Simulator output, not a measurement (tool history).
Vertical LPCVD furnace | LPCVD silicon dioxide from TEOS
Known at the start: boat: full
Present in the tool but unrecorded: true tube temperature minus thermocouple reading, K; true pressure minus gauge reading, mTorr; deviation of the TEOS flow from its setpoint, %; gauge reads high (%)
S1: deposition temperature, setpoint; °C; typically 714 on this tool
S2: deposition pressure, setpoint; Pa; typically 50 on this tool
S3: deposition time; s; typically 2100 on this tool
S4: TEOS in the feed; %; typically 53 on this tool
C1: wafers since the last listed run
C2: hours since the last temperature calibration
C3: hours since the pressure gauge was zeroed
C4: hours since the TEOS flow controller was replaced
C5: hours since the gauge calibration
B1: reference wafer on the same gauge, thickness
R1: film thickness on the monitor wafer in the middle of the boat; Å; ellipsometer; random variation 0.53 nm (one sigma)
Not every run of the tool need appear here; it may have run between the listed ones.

run,day,S1,S2,S3,S4,C1,C2,C3,C4,C5,B1,R1
1,0,714,50,2100,53,0,2716.9,1768.5,2340.8,75.6,420.74,3929.2
2,0.288,714,50,2100,53,68,2723.8,1775.4,2347.7,82.5,420.89,3942.5
3,0.788,714,50,2100,53,119,2735.8,1787.4,2359.7,94.5,420.83,3930.5
4,1.475,714,50,2100,53,164,2752.3,1803.9,2376.2,111,421.06,3948
# day 2.858: TEOS flow controller replaced
5,2.879,714,50,1590,53,96,2786,1837.6,0.5,144.7,420.94,2974.1
6,3.042,714,50,1590,53,38,2789.9,1841.5,4.4,148.6,421,2975.7
7,3.204,714,50,1590,53,12,2793.8,1845.4,8.3,152.5,421.15,2977.6
# day 4.092: thermocouples replaced and temperature profile calibrated
# day 4.158: pressure gauge zeroed
8,4.179,714,56.7,2100,53,4,2.1,0.5,31.7,175.9,420.96,3800.1
9,4.488,706,60,2400,62,73,9.5,7.9,39.1,183.3,420.94,4030.7
# day 4.496: gauge calibrated
10,5.079,714,50,2100,53,141,23.7,22.1,53.3,14,421.24,3571.8
11,5.575,714,42.7,2340,43,118,35.6,34,65.2,25.9,421.03,3316.6
12,6,720,50,2100,59,101,45.8,44.2,75.4,36.1,420.94,4322.4
13,6.562,719,50,2700,53,134,59.3,57.7,88.9,49.6,421.09,5155.3
14,7.579,714,50,2850,60,243,83.7,82.1,113.3,74,420.91,5182.4
15,7.908,721,44.7,1500,61,78,91.6,90,121.2,81.9,421.34,3045.3
16,8.558,714,50,2850,60,155,107.2,105.6,136.8,97.5,420.81,5191.8
17,8.846,714,50,2760,53,68,114.1,112.5,143.7,104.4,420.96,4748

Selected run-to-run steps in R1, each split into two signed amounts: the part the tool would show with no hidden state at all (from settings, incoming material and random variation), and the remainder, which goes to the hidden state together with any gauge scatter not common to the measured and the hidden-state-free results:
Run 7 -> 8: S2 50 -> 56.7, S3 1590 -> 2100, thermocouples replaced and temperature profile calibrated, pressure gauge zeroed. R1 +822.5 Å: hidden state -273.9, all else +1096.4.
Run 15 -> 16: S1 721 -> 714, S2 44.7 -> 50, S3 1500 -> 2850, S4 61 -> 60. R1 +2146.5 Å: hidden state +30.4, all else +2116.1.

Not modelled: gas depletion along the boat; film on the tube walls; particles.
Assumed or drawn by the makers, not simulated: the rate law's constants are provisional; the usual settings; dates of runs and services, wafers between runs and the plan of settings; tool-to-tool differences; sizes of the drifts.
